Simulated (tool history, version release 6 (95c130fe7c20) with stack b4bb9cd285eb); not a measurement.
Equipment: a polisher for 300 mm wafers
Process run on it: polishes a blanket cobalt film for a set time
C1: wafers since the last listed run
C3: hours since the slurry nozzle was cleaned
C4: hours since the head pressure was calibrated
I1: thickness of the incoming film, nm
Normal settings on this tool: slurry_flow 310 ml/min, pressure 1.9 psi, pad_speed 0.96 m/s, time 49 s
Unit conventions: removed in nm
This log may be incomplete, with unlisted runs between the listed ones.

Run 1, hour 0: usual settings; C1 0; wafers polished on this pad 3500; C3 722.5; C4 52.8; I1 647.6. Result: removed 200.4 nm.
At hour 27.4: slurry nozzle cleaned.
Run 2, hour 122.4: usual settings; C1 1128; wafers polished on this pad 4628; C3 95; C4 175.2; I1 650.3. Result: removed 202.5 nm.
At hour 188.6: worn pad replaced by a new one.
Run 3, hour 215.7: usual settings; C1 829; wafers polished on this pad 251; C3 188.3; C4 268.5; I1 637.7. Result: removed 201.9 nm.
Run 4, hour 295.7: usual settings; C1 743; wafers polished on this pad 995; C3 268.3; C4 348.5; I1 647.7. Result: removed 203.6 nm.
Run 5, hour 371.1: usual settings; C1 700; wafers polished on this pad 1695; C3 343.7; C4 423.9; I1 654.9. Result: removed 210 nm.
Run 6, hour 478.9: usual settings; C1 1001; wafers polished on this pad 2697; C3 451.5; C4 531.7; I1 658.8. Result: removed 212.9 nm.
Run 7, hour 553.3: usual settings; C1 691; wafers polished on this pad 3389; C3 525.9; C4 606.1; I1 658.4. Result: removed 209.7 nm.
Run 8, hour 607.5: usual settings; C1 503; wafers polished on this pad 3893; C3 580.1; C4 660.3; I1 653.7. Result: removed 210.1 nm.
At hour 647.5: worn pad replaced by a new one.
Run 9, hour 683.6: usual settings; C1 670; wafers polished on this pad 335; C3 656.2; C4 736.4; I1 654.2. Result: removed 211.2 nm.
At hour 719.2: head pressure recalibrated.
Run 10, hour 729.8: usual settings; C1 410; wafers polished on this pad 746; C3 702.4; C4 10.6; I1 656.8. Result: removed 197.5 nm.
Run 11, hour 804: usual settings but time 53 s; C1 689; wafers polished on this pad 1435; C3 776.6; C4 84.8; I1 644.8. Result: removed 213.8 nm.
Run 12, hour 854.9: usual settings but time 53 s; C1 473; wafers polished on this pad 1909; C3 827.5; C4 135.7; I1 651.3. Result: removed 216.8 nm.
At hour 902.9: slurry nozzle cleaned.
Run 13, hour 934.5: usual settings; C1 730; wafers polished on this pad 2639; C3 31.6; C4 215.3; I1 646.4. Result: removed 200.9 nm.
Run 14, hour 979.6: usual settings; C1 419; wafers polished on this pad 3058; C3 76.7; C4 260.4; I1 657.9. Result: removed 200.9 nm.
Run 15, hour 1037.5: usual settings; C1 538; wafers polished on this pad 3596; C3 134.6; C4 318.3; I1 645.3. Result: removed 202.3 nm.
Run 16, hour 1077.7: usual settings but pad_speed 0.84 m/s; C1 373; wafers polished on this pad 3970; C3 174.8; C4 358.5; I1 655.9. Result: removed 178.6 nm.
At hour 1117.1: worn pad replaced by a new one.
Run 17, hour 1185.3: usual settings but pad_speed 0.84 m/s; C1 962; wafers polished on this pad 633; C3 282.4; C4 466.1; I1 638.3. Result: removed 177.4 nm.
Run 18, hour 1281.1: usual settings; C1 890; wafers polished on this pad 1523; C3 378.2; C4 561.9; I1 637.2. Result: removed 210.5 nm.
Run 19, hour 1364.6: usual settings but slurry_flow 215 ml/min; C1 776; wafers polished on this pad 2299; C3 461.7; C4 645.4; I1 645.7. Result: removed 202.1 nm.
Run 20, hour 1401.1: usual settings but pressure 2.1 psi; C1 339; wafers polished on this pad 2639; C3 498.2; C4 681.9; I1 649.4. Result: removed 220.6 nm.
At hour 1430.2: head pressure recalibrated.
Run 21, hour 1478.6: usual settings but slurry_flow 360 ml/min, pad_speed 0.74 m/s, time 57 s; C1 701; wafers polished on this pad 3340; C3 575.7; C4 48.4; I1 651.4. Result: removed 180.9 nm.
Run 22, hour 1567.2: usual settings but time 65 s; C1 823; wafers polished on this pad 4164; C3 664.3; C4 137; I1 644.4. Result: removed 262.2 nm.
Run 23, hour 1634.1: usual settings; C1 621; wafers polished on this pad 4785; C3 731.2; C4 203.9; I1 643.5. Result: removed 200.8 nm.
At hour 1672.4: worn pad replaced by a new one.
Run 24, hour 1738: usual settings; C1 928; wafers polished on this pad 609; C3 835.1; C4 307.8; I1 645.6. Result: removed 203.4 nm.
At hour 1763.5: slurry nozzle cleaned.
Run 25, hour 1794.6: usual settings but pressure 1.2 psi, time 33 s; C1 516; wafers polished on this pad 1126; C3 31.1; C4 364.4; I1 648.1. Result: removed 105.7 nm.
Run 26, hour 1836.2: usual settings but slurry_flow 220 ml/min, pressure 2.3 psi; C1 386; wafers polished on this pad 1513; C3 72.7; C4 406; I1 660.2. Result: removed 229.2 nm.
Run 27, hour 1905.7: usual settings but pressure 2.5 psi, pad_speed 0.84 m/s; C1 645; wafers polished on this pad 2159; C3 142.2; C4 475.5; I1 648.1. Result: removed 209.6 nm.
Run 28, hour 1974.5: usual settings but pressure 1.5 psi; C1 639; wafers polished on this pad 2798; C3 211; C4 544.3; I1 660. Result: removed 179.5 nm.
Run 29, hour 2044.7: usual settings but pad_speed 0.74 m/s, time 60 s; C1 652; wafers polished on this pad 3451; C3 281.2; C4 614.5; I1 652.4. Result: removed 194.4 nm.
Run 30, hour 2103.1: usual settings; C1 542; wafers polished on this pad 3993; C3 339.6; C4 672.9; I1 651.4. Result: removed 205.4 nm.
At hour 2160.6: head pressure recalibrated.
At hour 2195.6: worn pad replaced by a new one.
Run 31, hour 2199.4: usual settings but time 53 s; C1 839; wafers polished on this pad 34; C3 435.9; C4 38.8; I1 654.2. Result: removed 215.2 nm.
Run 32, hour 2301.7: usual settings but slurry_flow 220 ml/min, pressure 2.3 psi; C1 950; wafers polished on this pad 985; C3 538.2; C4 141.1; I1 647.4. Result: removed 219.2 nm.
Run 33, hour 2382.1: usual settings; C1 747; wafers polished on this pad 1732; C3 618.6; C4 221.5; I1 649.6. Result: removed 201.8 nm.
At hour 2489.5: slurry nozzle cleaned.
Run 34, hour 2490: usual settings but slurry_flow 280 ml/min, pad_speed 0.8 m/s; C1 993; wafers polished on this pad 2726; C3 0.5; C4 329.4; I1 645.8. Result: removed 168.9 nm.
Run 35, hour 2577.8: usual settings but pressure 1.2 psi, pad_speed 0.84 m/s, time 43 s; C1 816; wafers polished on this pad 3542; C3 88.3; C4 417.2; I1 661.5. Result: removed 121.9 nm.
Run 36, hour 2647.4: usual settings but pressure 2.5 psi, pad_speed 1.1 m/s, time 57 s; C1 646; wafers polished on this pad 4189; C3 157.9; C4 486.8; I1 651. Result: removed 325.6 nm.

Here are 5 independent what-if runs from the current tool condition. What would each one return?
Run A, hour 2647.8: usual settings but slurry_flow 370 ml/min; C1 3; wafers polished on this pad 4193; C3 158.3; C4 487.2; I1 641.1. Result: removed ?.
Run B, hour 2647.8: usual settings but pressure 2.3 psi; C1 3; wafers polished on this pad 4193; C3 158.3; C4 487.2; I1 641.1. Result: removed ?.
Run C, hour 2647.8: usual settings but slurry_flow 390 ml/min, pressure 1.7 psi, pad_speed 0.82 m/s, time 39 s; C1 3; wafers polished on this pad 4193; C3 158.3; C4 487.2; I1 641.1. Result: removed ?.
Run D, hour 2647.8: usual settings but slurry_flow 360 ml/min, pressure 1.5 psi, pad_speed 0.82 m/s, time 41 s; C1 3; wafers polished on this pad 4193; C3 158.3; C4 487.2; I1 641.1. Result: removed ?.
Run E, hour 2647.8: usual settings but pad_speed 0.72 m/s, time 61 s; C1 3; wafers polished on this pad 4193; C3 158.3; C4 487.2; I1 641.1. Result: removed ?.

run  removed
  A      206
  B    229.9
  C    131.6
  D    128.5
  E    190.6
Take away the tool's hidden state, keep each run's random variation, and the runs would have read:
run  removed
  A    199.4
  B    222.6
  C    127.4
  D    124.4
  E    184.5

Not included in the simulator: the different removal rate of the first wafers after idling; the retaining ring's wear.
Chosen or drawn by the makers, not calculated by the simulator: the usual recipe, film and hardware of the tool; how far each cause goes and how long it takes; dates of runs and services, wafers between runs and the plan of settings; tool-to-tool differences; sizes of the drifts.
